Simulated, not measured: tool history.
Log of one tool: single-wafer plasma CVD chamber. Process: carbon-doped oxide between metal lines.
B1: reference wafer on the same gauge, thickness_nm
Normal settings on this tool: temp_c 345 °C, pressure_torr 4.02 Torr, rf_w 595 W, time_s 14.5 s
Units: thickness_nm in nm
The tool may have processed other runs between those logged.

Run 1, hour 0.0: usual settings; B1 83.007. Result: thickness_nm 75.467 nm.
At hour 14.6: RF generator calibrated.
Run 2, hour 15.1: usual settings; B1 82.936. Result: thickness_nm 72.541 nm.
Run 3, hour 22.7: usual settings but pressure_torr 3.70 Torr; B1 83.001. Result: thickness_nm 71.387 nm.
At hour 31.2: capacitance manometer re-zeroed and calibrated.
Run 4, hour 39.0: usual settings but pressure_torr 3.70 Torr; B1 83.028. Result: thickness_nm 71.423 nm.
Run 5, hour 47.1: usual settings but pressure_torr 4.32 Torr, rf_w 505 W; B1 82.949. Result: thickness_nm 60.164 nm.
Run 6, hour 58.1: usual settings but pressure_torr 4.32 Torr, rf_w 505 W; B1 82.950. Result: thickness_nm 60.494 nm.
Run 7, hour 76.0: usual settings but temp_c 355 °C, time_s 15.7 s; B1 83.017. Result: thickness_nm 75.828 nm.
At hour 95.0: RF generator calibrated, repeated, since the last time left the tool worse.
Run 8, hour 95.5: usual settings but temp_c 337 °C, pressure_torr 3.62 Torr, rf_w 515 W, time_s 17.3 s; B1 83.040. Result: thickness_nm 82.899 nm.
Run 9, hour 105.9: usual settings but temp_c 358 °C, pressure_torr 4.59 Torr, rf_w 630 W, time_s 12.1 s; B1 83.031. Result: thickness_nm 69.087 nm.
At hour 117.8: showerhead replaced.
Run 10, hour 123.9: usual settings but temp_c 351 °C, rf_w 700 W, time_s 11.9 s; B1 82.984. Result: thickness_nm 75.081 nm.
Run 11, hour 137.9: usual settings but temp_c 358 °C, pressure_torr 3.24 Torr, rf_w 710 W, time_s 16.1 s; B1 82.951. Result: thickness_nm 97.234 nm.
Run 12, hour 147.9: usual settings but temp_c 332 °C, pressure_torr 4.62 Torr, rf_w 625 W, time_s 17.0 s; B1 83.081. Result: thickness_nm 104.653 nm.
Run 13, hour 165.0: usual settings but temp_c 355 °C, rf_w 640 W; B1 82.950. Result: thickness_nm 82.824 nm.
Run 14, hour 179.1: usual settings but pressure_torr 4.85 Torr, rf_w 545 W; B1 82.908. Result: thickness_nm 74.619 nm.
Run 15, hour 194.7: usual settings but time_s 15.6 s; B1 82.910. Result: thickness_nm 85.260 nm.
Run 16, hour 209.4: usual settings; B1 82.961. Result: thickness_nm 78.833 nm.
At hour 216.8: gauge calibrated.
At hour 226.4: thermocouple changed; heater temperature recalibrated.
Run 17, hour 226.9: usual settings but temp_c 340 °C, rf_w 505 W; B1 82.993. Result: thickness_nm 68.093 nm.
Run 18, hour 237.6: usual settings; B1 82.968. Result: thickness_nm 78.696 nm.
Run 19, hour 247.7: usual settings; B1 83.085. Result: thickness_nm 78.795 nm.
Run 20, hour 259.2: usual settings but temp_c 350 °C, pressure_torr 4.43 Torr, rf_w 695 W, time_s 16.6 s; B1 82.931. Result: thickness_nm 102.826 nm.
Run 21, hour 268.5: usual settings but temp_c 351 °C; B1 83.040. Result: thickness_nm 77.788 nm.
Run 22, hour 286.2: usual settings but temp_c 350 °C, pressure_torr 3.61 Torr; B1 83.074. Result: thickness_nm 76.375 nm.
Run 23, hour 296.9: usual settings but temp_c 351 °C; B1 83.074. Result: thickness_nm 76.767 nm.

What does the tool deliver on the next run?
Run 24, hour 308.0: usual settings but pressure_torr 3.21 Torr, rf_w 695 W, time_s 16.1 s; B1 ?. Result: thickness_nm ?.

Run 24 came out at B1 83.092, thickness_nm 97.336 nm.
Were there no unlogged condition in the tool, this run, its random variation unchanged, would have produced thickness_nm 99.376 nm.
